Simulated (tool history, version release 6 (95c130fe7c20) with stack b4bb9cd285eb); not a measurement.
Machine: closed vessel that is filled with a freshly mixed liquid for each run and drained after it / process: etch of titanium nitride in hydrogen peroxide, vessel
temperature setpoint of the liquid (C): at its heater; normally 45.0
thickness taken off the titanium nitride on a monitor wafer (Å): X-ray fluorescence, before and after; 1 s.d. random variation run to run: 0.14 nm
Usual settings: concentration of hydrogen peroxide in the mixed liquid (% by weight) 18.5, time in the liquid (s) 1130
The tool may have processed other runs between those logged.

run   hour  temperature setpoint of the liquid (C)  concentration of hydrogen peroxide in the mixed liquid (% by weight)  time in the liquid (s)  wafers since the last listed run  hours since the thermometer was replaced  hours since the peroxide flow meter was replaced  hours since the drum of peroxide was connected  hours since the gauge calibration  read-back film thickness of the titanium nitride reference wafer, read on the same gauge (nm)  thickness taken off the titanium nitride on a monitor wafer (Å)
  1    0.0                                    45.0                                                                  18.5                    1130                                 0                                    1285.9                                             384.4                                            35.9                              651.8                                                                                          40.00                                                            227.8
  2   26.4                                    45.0                                                                  18.5                    1130                               872                                    1312.3                                             410.8                                            62.3                              678.2                                                                                          40.00                                                            231.0
  3   43.5                                    45.0                                                                  18.5                    1130                               564                                    1329.4                                             427.9                                            79.4                              695.3                                                                                          39.99                                                            227.9
  4   61.5                                    45.0                                                                  18.5                    1130                               594                                    1347.4                                             445.9                                            97.4                              713.3                                                                                          39.99                                                            227.2
  5   80.3                                    39.5                                                                  21.0                    1130                               621                                    1366.2                                             464.7                                           116.2                              732.1                                                                                          39.99                                                            153.1
  6  107.2                                    36.5                                                                  20.0                     915                               888                                    1393.1                                             491.6                                           143.1                              759.0                                                                                          39.99                                                             96.6
  7  141.3                                    45.0                                                                  24.0                    1130                              1126                                    1427.2                                             525.7                                           177.2                              793.1                                                                                          40.00                                                            240.4
  8  158.7                                    45.0                                                                  14.5                    1130                               574                                    1444.6                                             543.1                                           194.6                              810.5                                                                                          40.00                                                            216.5
  9  171.0                                    48.0                                                                  23.0                     660                               406                                    1456.9                                             555.4                                           206.9                              822.8                                                                                          39.99                                                            172.9
 10  185.0                                    45.0                                                                  18.5                    1130                               462                                    1470.9                                             569.4                                           220.9                              836.8                                                                                          40.00                                                            225.0
 11  220.9                                    51.5                                                                  14.5                    1745                              1185                                    1506.8                                             605.3                                           256.8                              872.7                                                                                          40.00                                                            533.7
 12  234.9                                    45.0                                                                  18.5                    1525                               462                                    1520.8                                             619.3                                           270.8                              886.7                                                                                          39.98                                                            301.5
 13  255.9                                    45.0                                                                  18.5                    1685                               693                                    1541.8                                             640.3                                           291.8                              907.7                                                                                          40.01                                                            336.0
 14  272.8                                    38.5                                                                  18.5                    1130                               558                                    1558.7                                             657.2                                           308.7                              924.6                                                                                          40.01                                                            135.0
 15  304.7                                    53.0                                                                  18.5                    1770                              1053                                    1590.6                                             689.1                                           340.6                              956.5                                                                                          39.99                                                            628.2
 16  336.8                                    50.0                                                                  18.5                    1580                              1060                                    1622.7                                             721.2                                           372.7                              988.6                                                                                          40.01                                                            449.7
     347.5  -- thermometer replaced
 17  361.0                                    54.5                                                                  21.0                    1680                               766                                      13.5                                             745.4                                           396.9                             1012.8                                                                                          39.99                                                            734.0
     375.5  -- gauge calibrated
     382.7  -- peroxide flow meter replaced
 18  383.2                                    45.0                                                                  18.5                    1130                               700                                      35.7                                               0.5                                           419.1                                7.7                                                                                          39.99                                                            246.3
 19  403.5                                    45.0                                                                  18.5                    1130                               670                                      56.0                                              20.8                                           439.4                               28.0                                                                                          39.98                                                            246.6
 20  425.5                                    54.5                                                                  14.5                    1130                               726                                      78.0                                              42.8                                           461.4                               50.0                                                                                          39.99                                                            466.4
 21  455.9                                    45.0                                                                  18.5                    1495                              1004                                     108.4                                              73.2                                           491.8                               80.4                                                                                          39.99                                                            325.1
     458.9  -- new drum of peroxide connected
 22  477.4                                    45.0                                                                  18.5                    1130                               677                                     129.9                                              94.7                                            18.5                              101.9                                                                                          40.01                                                            244.7
 23  495.9                                    45.0                                                                  18.5                    1595                               611                                     148.4                                             113.2                                            37.0                              120.4                                                                                          40.01                                                            343.7
 24  519.7                                    52.5                                                                  21.5                     520                               786                                     172.2                                             137.0                                            60.8                              144.2                                                                                          40.00                                                            201.1
 25  541.1                                    51.5                                                                  13.5                     655                               706                                     193.6                                             158.4                                            82.2                              165.6                                                                                          40.01                                                            213.0
 26  558.6                                    47.5                                                                  18.5                    1570                               578                                     211.1                                             175.9                                            99.7                              183.1                                                                                          40.01                                                            407.6
 27  585.1                                    45.0                                                                  18.5                    1580                               875                                     237.6                                             202.4                                           126.2                              209.6                                                                                          40.00                                                            337.0
 28  611.6                                    35.5                                                                  18.5                    1130                               875                                     264.1                                             228.9                                           152.7                              236.1                                                                                          40.00                                                            117.3

Each run again, without the hidden state but with its own random variation kept:
Hidden conditions of the tool in this case: liquid colder than its thermometer reads (K); peroxide flow below the setpoint (%); peroxide weaker than its label (%); gauge reads high (%).
run  thickness taken off the titanium nitride on a monitor wafer (Å)
  1                                                            249.4
  2                                                            253.5
  3                                                            250.5
  4                                                            250.2
  5                                                            169.3
  6                                                            107.2
  7                                                            266.5
  8                                                            240.4
  9                                                            191.8
 10                                                            250.3
 11                                                            593.4
 12                                                            336.9
 13                                                            376.1
 14                                                            152.0
 15                                                            703.0
 16                                                            505.3
 17                                                            760.5
 18                                                            250.4
 19                                                            251.0
 20                                                            475.4
 21                                                            332.5
 22                                                            250.6
 23                                                            352.7
 24                                                            206.5
 25                                                            219.2
 26                                                            420.3
 27                                                            348.4
 28                                                            121.8

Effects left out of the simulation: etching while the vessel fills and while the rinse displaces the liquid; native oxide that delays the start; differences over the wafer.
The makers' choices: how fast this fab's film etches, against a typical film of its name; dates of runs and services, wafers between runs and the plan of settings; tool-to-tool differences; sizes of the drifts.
